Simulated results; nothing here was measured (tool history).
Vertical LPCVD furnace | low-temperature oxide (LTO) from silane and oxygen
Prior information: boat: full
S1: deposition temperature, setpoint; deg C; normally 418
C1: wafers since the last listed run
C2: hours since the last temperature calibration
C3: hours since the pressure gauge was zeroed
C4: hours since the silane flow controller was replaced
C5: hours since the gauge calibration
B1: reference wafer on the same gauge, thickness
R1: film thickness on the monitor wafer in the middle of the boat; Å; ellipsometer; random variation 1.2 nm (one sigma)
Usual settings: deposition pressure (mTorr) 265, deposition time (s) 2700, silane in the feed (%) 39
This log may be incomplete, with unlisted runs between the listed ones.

run 1 day=0.000 | S1=418 deposition_pressure_(mTorr)=265 deposition_time_(s)=1860 silane_in_the_feed_(%)=39 | C1=0 C2=2527.4 C3=2073.3 C4=5621.2 C5=96.5 | B1=653.43 | R1=3698.5
run 2 day=0.467 | S1=418 deposition_pressure_(mTorr)=265 deposition_time_(s)=1860 silane_in_the_feed_(%)=39 | C1=172 C2=2538.6 C3=2084.5 C4=5632.4 C5=107.7 | B1=653.14 | R1=3723.5
run 3 day=0.758 | S1=418 deposition_pressure_(mTorr)=265 deposition_time_(s)=2700 silane_in_the_feed_(%)=41 | C1=107 C2=2545.6 C3=2091.5 C4=5639.4 C5=114.7 | B1=652.97 | R1=5703.4
run 4 day=1.188 | S1=418 deposition_pressure_(mTorr)=265 deposition_time_(s)=2700 silane_in_the_feed_(%)=41 | C1=158 C2=2555.9 C3=2101.8 C4=5649.7 C5=125.0 | B1=652.70 | R1=5705.5
run 5 day=1.854 | S1=418 deposition_pressure_(mTorr)=265 deposition_time_(s)=2700 silane_in_the_feed_(%)=34 | C1=246 C2=2571.9 C3=2117.8 C4=5665.7 C5=141.0 | B1=652.75 | R1=4549.5
run 6 day=2.158 | S1=418 deposition_pressure_(mTorr)=265 deposition_time_(s)=2700 silane_in_the_feed_(%)=34 | C1=112 C2=2579.2 C3=2125.1 C4=5673.0 C5=148.3 | B1=652.75 | R1=4541.8
run 7 day=3.204 | S1=418 deposition_pressure_(mTorr)=265 deposition_time_(s)=2700 silane_in_the_feed_(%)=34 | C1=386 C2=2604.3 C3=2150.2 C4=5698.1 C5=173.4 | B1=653.05 | R1=4542.1
run 8 day=3.704 | S1=418 deposition_pressure_(mTorr)=265 deposition_time_(s)=2700 silane_in_the_feed_(%)=39 | C1=185 C2=2616.3 C3=2162.2 C4=5710.1 C5=185.4 | B1=653.07 | R1=5404.1
run 9 day=4.392 | S1=418 deposition_pressure_(mTorr)=265 deposition_time_(s)=2700 silane_in_the_feed_(%)=39 | C1=254 C2=2632.8 C3=2178.7 C4=5726.6 C5=201.9 | B1=652.92 | R1=5389.9
run 10 day=4.929 | S1=418 deposition_pressure_(mTorr)=265 deposition_time_(s)=2700 silane_in_the_feed_(%)=39 | C1=198 C2=2645.7 C3=2191.6 C4=5739.5 C5=214.8 | B1=652.84 | R1=5377.6
run 11 day=7.062 | S1=418 deposition_pressure_(mTorr)=265 deposition_time_(s)=2400 silane_in_the_feed_(%)=39 | C1=789 C2=2696.9 C3=2242.8 C4=5790.7 C5=266.0 | B1=653.05 | R1=4782.1
run 12 day=7.654 | S1=426 deposition_pressure_(mTorr)=265 deposition_time_(s)=2700 silane_in_the_feed_(%)=39 | C1=218 C2=2711.1 C3=2257.0 C4=5804.9 C5=280.2 | B1=653.24 | R1=5846.0
run 13 day=9.492 | S1=418 deposition_pressure_(mTorr)=265 deposition_time_(s)=2700 silane_in_the_feed_(%)=39 | C1=679 C2=2755.2 C3=2301.1 C4=5849.0 C5=324.3 | B1=652.84 | R1=5383.6
-- day=10.871 thermocouples replaced and temperature profile calibrated
-- day=11.217 silane flow controller replaced
run 14 day=11.238 | S1=418 deposition_pressure_(mTorr)=265 deposition_time_(s)=2700 silane_in_the_feed_(%)=39 | C1=148 C2=8.8 C3=2343.0 C4=0.5 C5=366.2 | B1=653.00 | R1=5368.4
run 15 day=11.425 | S1=418 deposition_pressure_(mTorr)=265 deposition_time_(s)=2700 silane_in_the_feed_(%)=39 | C1=69 C2=13.3 C3=2347.5 C4=5.0 C5=370.7 | B1=653.75 | R1=5384.7
run 16 day=11.617 | S1=418 deposition_pressure_(mTorr)=265 deposition_time_(s)=3390 silane_in_the_feed_(%)=39 | C1=70 C2=17.9 C3=2352.1 C4=9.6 C5=375.3 | B1=653.29 | R1=6774.4
run 17 day=11.804 | S1=425 deposition_pressure_(mTorr)=310 deposition_time_(s)=2700 silane_in_the_feed_(%)=39 | C1=69 C2=22.4 C3=2356.6 C4=14.1 C5=379.8 | B1=652.75 | R1=6798.3
run 18 day=12.175 | S1=422 deposition_pressure_(mTorr)=265 deposition_time_(s)=2700 silane_in_the_feed_(%)=42 | C1=137 C2=31.3 C3=2365.5 C4=23.0 C5=388.7 | B1=653.00 | R1=6080.5
run 19 day=12.879 | S1=418 deposition_pressure_(mTorr)=265 deposition_time_(s)=2700 silane_in_the_feed_(%)=34 | C1=260 C2=48.2 C3=2382.4 C4=39.9 C5=405.6 | B1=652.86 | R1=4541.2
-- day=14.004 pressure gauge zeroed
run 20 day=14.025 | S1=427 deposition_pressure_(mTorr)=265 deposition_time_(s)=2700 silane_in_the_feed_(%)=39 | C1=53 C2=75.7 C3=0.5 C4=67.4 C5=433.1 | B1=653.08 | R1=6237.4
run 21 day=14.217 | S1=408 deposition_pressure_(mTorr)=265 deposition_time_(s)=1740 silane_in_the_feed_(%)=35 | C1=70 C2=80.3 C3=5.1 C4=72.0 C5=437.7 | B1=653.08 | R1=2856.8
run 22 day=14.458 | S1=418 deposition_pressure_(mTorr)=265 deposition_time_(s)=1680 silane_in_the_feed_(%)=46 | C1=89 C2=86.1 C3=10.9 C4=77.8 C5=443.5 | B1=652.83 | R1=4189.4
run 23 day=15.129 | S1=423 deposition_pressure_(mTorr)=235 deposition_time_(s)=2370 silane_in_the_feed_(%)=39 | C1=248 C2=102.2 C3=27.0 C4=93.9 C5=459.6 | B1=652.90 | R1=4642.1
-- day=15.379 gauge calibrated
run 24 day=15.721 | S1=425 deposition_pressure_(mTorr)=225 deposition_time_(s)=2700 silane_in_the_feed_(%)=39 | C1=218 C2=116.4 C3=41.2 C4=108.1 C5=8.2 | B1=653.45 | R1=5135.2
run 25 day=16.296 | S1=418 deposition_pressure_(mTorr)=265 deposition_time_(s)=2190 silane_in_the_feed_(%)=33 | C1=212 C2=130.2 C3=55.0 C4=121.9 C5=22.0 | B1=653.49 | R1=3709.8
run 26 day=16.750 | S1=423 deposition_pressure_(mTorr)=215 deposition_time_(s)=3060 silane_in_the_feed_(%)=32 | C1=168 C2=141.1 C3=65.9 C4=132.8 C5=32.9 | B1=652.85 | R1=4250.8
run 27 day=17.238 | S1=411 deposition_pressure_(mTorr)=205 deposition_time_(s)=3120 silane_in_the_feed_(%)=45 | C1=180 C2=152.8 C3=77.6 C4=144.5 C5=44.6 | B1=653.11 | R1=5471.3
run 28 day=17.788 | S1=418 deposition_pressure_(mTorr)=265 deposition_time_(s)=2700 silane_in_the_feed_(%)=39 | C1=203 C2=166.0 C3=90.8 C4=157.7 C5=57.8 | B1=652.91 | R1=5630.4
run 29 day=18.412 | S1=418 deposition_pressure_(mTorr)=265 deposition_time_(s)=2700 silane_in_the_feed_(%)=39 | C1=231 C2=181.0 C3=105.8 C4=172.7 C5=72.8 | B1=652.23 | R1=5624.4
run 30 day=19.067 | S1=418 deposition_pressure_(mTorr)=245 deposition_time_(s)=2700 silane_in_the_feed_(%)=39 | C1=242 C2=196.7 C3=121.5 C4=188.4 C5=88.5 | B1=652.75 | R1=5217.8
run 31 day=19.467 | S1=429 deposition_pressure_(mTorr)=205 deposition_time_(s)=1800 silane_in_the_feed_(%)=46 | C1=148 C2=206.3 C3=131.1 C4=198.0 C5=98.1 | B1=653.04 | R1=3812.7

Below are 4 alternative next runs, each starting from the tool's condition after run 31. Predict each:
run A day=19.658 | S1=418 deposition_pressure_(mTorr)=265 deposition_time_(s)=3300 silane_in_the_feed_(%)=39 | C1=70 C2=210.9 C3=135.7 C4=202.6 C5=102.7 | B1=? | R1=?
run B day=19.658 | S1=428 deposition_pressure_(mTorr)=265 deposition_time_(s)=1950 silane_in_the_feed_(%)=39 | C1=70 C2=210.9 C3=135.7 C4=202.6 C5=102.7 | B1=? | R1=?
run C day=19.658 | S1=418 deposition_pressure_(mTorr)=265 deposition_time_(s)=1650 silane_in_the_feed_(%)=39 | C1=70 C2=210.9 C3=135.7 C4=202.6 C5=102.7 | B1=? | R1=?
run D day=19.658 | S1=407 deposition_pressure_(mTorr)=265 deposition_time_(s)=2700 silane_in_the_feed_(%)=35 | C1=70 C2=210.9 C3=135.7 C4=202.6 C5=102.7 | B1=? | R1=?

run=A B1=653.04 R1=6878.2
run=B B1=653.04 R1=4499.3
run=C B1=653.04 R1=3439.1
run=D B1=653.04 R1=4371.4
Without the tool's unlogged condition, the same runs would have read:
run=A R1=6967.2
run=B R1=4557.6
run=C R1=3483.6
run=D R1=4428.0

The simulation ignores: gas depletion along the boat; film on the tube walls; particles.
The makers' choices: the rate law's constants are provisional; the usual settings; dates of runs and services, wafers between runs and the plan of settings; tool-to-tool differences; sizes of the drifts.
